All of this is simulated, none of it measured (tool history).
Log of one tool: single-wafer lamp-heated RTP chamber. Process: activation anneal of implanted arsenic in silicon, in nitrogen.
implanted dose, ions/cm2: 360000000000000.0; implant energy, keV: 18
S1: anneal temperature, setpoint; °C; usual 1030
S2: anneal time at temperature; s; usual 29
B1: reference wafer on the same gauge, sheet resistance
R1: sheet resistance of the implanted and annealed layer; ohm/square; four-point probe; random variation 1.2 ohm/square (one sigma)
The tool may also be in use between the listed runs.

run	hour	S1	S2	B1	R1
1	0.0	1008	29	239.13	283.42
2	21.8	1008	29	239.68	282.14
3	40.7	1008	29	239.72	285.17
4	73.9	1030	29	240.05	278.71
5	92.8	1030	29	240.37	278.13
6	106.0	1030	29	240.92	279.95
7	132.9	1030	29	241.08	281.59
# hour 147.5: reflector plate cleaned
8	153.3	1030	29	241.43	280.01
9	172.3	1030	29	242.05	280.05
10	189.4	1020	29	242.27	283.39
# hour 200.1: pyrometer window cleaned and pyrometer calibrated
11	206.0	1030	16	242.79	286.21
12	223.4	1030	16	242.90	284.90
# hour 245.2: gauge calibrated
13	257.2	1030	16	236.27	278.33
14	279.1	1030	29	236.40	274.30
15	300.8	1030	29	236.54	273.90
16	328.0	1041	12	236.82	281.03
17	349.5	1030	29	236.62	274.58
18	363.5	1057	38	236.67	265.46
19	376.5	1017	13	236.81	283.38
20	400.0	1005	22	236.94	282.43
# hour 423.0: pyrometer window cleaned and pyrometer calibrated
21	432.9	1039	29	237.16	273.49
22	458.6	1059	41	237.00	266.31
23	476.7	1053	15	237.31	275.80
24	494.0	1017	13	237.70	283.35
25	527.9	1059	41	237.78	264.66
26	562.8	1046	15	238.27	279.64
27	598.7	1030	29	238.53	276.66
28	626.1	1042	29	239.07	274.38
29	651.4	1030	29	239.03	278.31
# hour 680.0: pyrometer window cleaned and pyrometer calibrated
30	680.5	1030	34	239.80	276.57
31	693.5	1050	25	239.89	275.80
32	724.2	1002	16	240.38	287.42
33	754.6	1030	19	241.16	283.07
# hour 768.6: reflector plate cleaned
34	772.8	1047	14	241.57	283.04
35	800.4	1040	15	241.85	284.58
# hour 806.4: gauge calibrated
36	817.4	1016	46	236.67	273.79

5 ways to go on from here, each from the tool as it stands after run 36. What would each give?
A	817.8	1030	29	?	?
B	817.8	1046	29	?	?
C	817.8	1002	15	?	?
D	817.8	1030	33	?	?
E	817.8	1060	34	?	?

run	B1	R1
A	236.61	274.42
B	236.61	270.93
C	236.61	282.57
D	236.61	273.29
E	236.61	265.76
Without the tool's hidden state the same runs would have given:
run	R1
A	274.79
B	271.30
C	282.96
D	273.66
E	266.13

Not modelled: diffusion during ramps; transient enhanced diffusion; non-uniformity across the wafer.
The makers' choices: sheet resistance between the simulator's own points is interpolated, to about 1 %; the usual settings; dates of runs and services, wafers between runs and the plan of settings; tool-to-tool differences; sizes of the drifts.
